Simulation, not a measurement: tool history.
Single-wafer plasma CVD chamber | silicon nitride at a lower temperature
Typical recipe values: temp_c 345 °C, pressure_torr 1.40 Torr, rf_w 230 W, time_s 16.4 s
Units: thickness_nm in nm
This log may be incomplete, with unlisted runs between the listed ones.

| run | hour | temp_c | pressure_torr | rf_w | time_s | wafers since the last listed run | hours since the last thermocouple change | hours since the last RF generator calibration | hours since the last manometer calibration | hours since the showerhead was replaced | hours since the gauge calibration | read-back reference wafer on the same gauge, thickness_nm | thickness_nm |
|---|---|---|---|---|---|---|---|---|---|---|---|---|---|
| 1 | 0.0 | 345 | 1.40 | 215 | 16.4 | 0 | 2425.6 | 1749.0 | 1054.1 | 6083.7 | 7.5 | 13.595 | 13.328 |
| 2 | 30.2 | 345 | 1.40 | 230 | 16.4 | 536 | 2455.8 | 1779.2 | 1084.3 | 6113.9 | 37.7 | 13.598 | 14.151 |
| 3 | 62.5 | 345 | 1.40 | 230 | 16.4 | 573 | 2488.1 | 1811.5 | 1116.6 | 6146.2 | 70.0 | 13.600 | 14.103 |
| 4 | 87.7 | 345 | 1.40 | 230 | 16.4 | 447 | 2513.3 | 1836.7 | 1141.8 | 6171.4 | 95.2 | 13.606 | 14.007 |
|  | 110.7 | thermocouple changed; heater temperature recalibrated |
| 5 | 111.2 | 345 | 1.40 | 230 | 16.4 | 275 | 0.5 | 1860.2 | 1165.3 | 6194.9 | 118.7 | 13.611 | 14.068 |
|  | 127.2 | capacitance manometer re-zeroed and calibrated |
| 6 | 141.5 | 345 | 1.40 | 230 | 16.4 | 395 | 30.8 | 1890.5 | 14.3 | 6225.2 | 149.0 | 13.600 | 13.959 |
| 7 | 160.1 | 345 | 1.40 | 230 | 16.4 | 330 | 49.4 | 1909.1 | 32.9 | 6243.8 | 167.6 | 13.596 | 13.955 |
| 8 | 194.5 | 345 | 1.40 | 230 | 16.4 | 610 | 83.8 | 1943.5 | 67.3 | 6278.2 | 202.0 | 13.605 | 14.006 |
|  | 209.7 | gauge calibrated |
|  | 227.0 | showerhead replaced |
| 9 | 227.5 | 333 | 1.40 | 250 | 16.4 | 443 | 116.8 | 1976.5 | 100.3 | 0.5 | 17.8 | 13.614 | 14.988 |
| 10 | 236.0 | 331 | 1.16 | 230 | 13.8 | 150 | 125.3 | 1985.0 | 108.8 | 9.0 | 26.3 | 13.602 | 11.417 |
| 11 | 252.2 | 345 | 1.40 | 230 | 16.4 | 287 | 141.5 | 2001.2 | 125.0 | 25.2 | 42.5 | 13.601 | 13.896 |
|  | 277.0 | RF generator calibrated |
| 12 | 277.5 | 345 | 1.40 | 230 | 16.4 | 307 | 166.8 | 0.5 | 150.3 | 50.5 | 67.8 | 13.612 | 14.875 |
| 13 | 305.8 | 345 | 1.72 | 215 | 17.7 | 502 | 195.1 | 28.8 | 178.6 | 78.8 | 96.1 | 13.594 | 15.784 |
| 14 | 323.4 | 345 | 1.40 | 230 | 16.4 | 312 | 212.7 | 46.4 | 196.2 | 96.4 | 113.7 | 13.605 | 14.924 |
| 15 | 345.1 | 356 | 1.40 | 190 | 16.4 | 385 | 234.4 | 68.1 | 217.9 | 118.1 | 135.4 | 13.598 | 12.495 |
| 16 | 367.8 | 349 | 1.40 | 250 | 16.4 | 402 | 257.1 | 90.8 | 240.6 | 140.8 | 158.1 | 13.594 | 16.049 |

Pick out some run-to-run changes in thickness_nm. Of each, how much would a tool without hidden state show as well, from the settings, what came in and chance, and how much is left for the hidden state and any gauge scatter not in both results compared?
Hidden conditions of the tool in this case: wafer temperature above the value expected at the setpoint (K); delivered RF power above the setpoint (%); true pressure above the setpoint (%); gauge reads high (%).
Run 9 -> 10: temp_c 333 -> 331, pressure_torr 1.40 -> 1.16, rf_w 250 -> 230, time_s 16.4 -> 13.8. thickness_nm -3.571 nm: hidden state +0.253, all else -3.824.
Run 11 -> 12: RF generator calibrated. thickness_nm +0.979 nm: hidden state +1.046, all else -0.067.
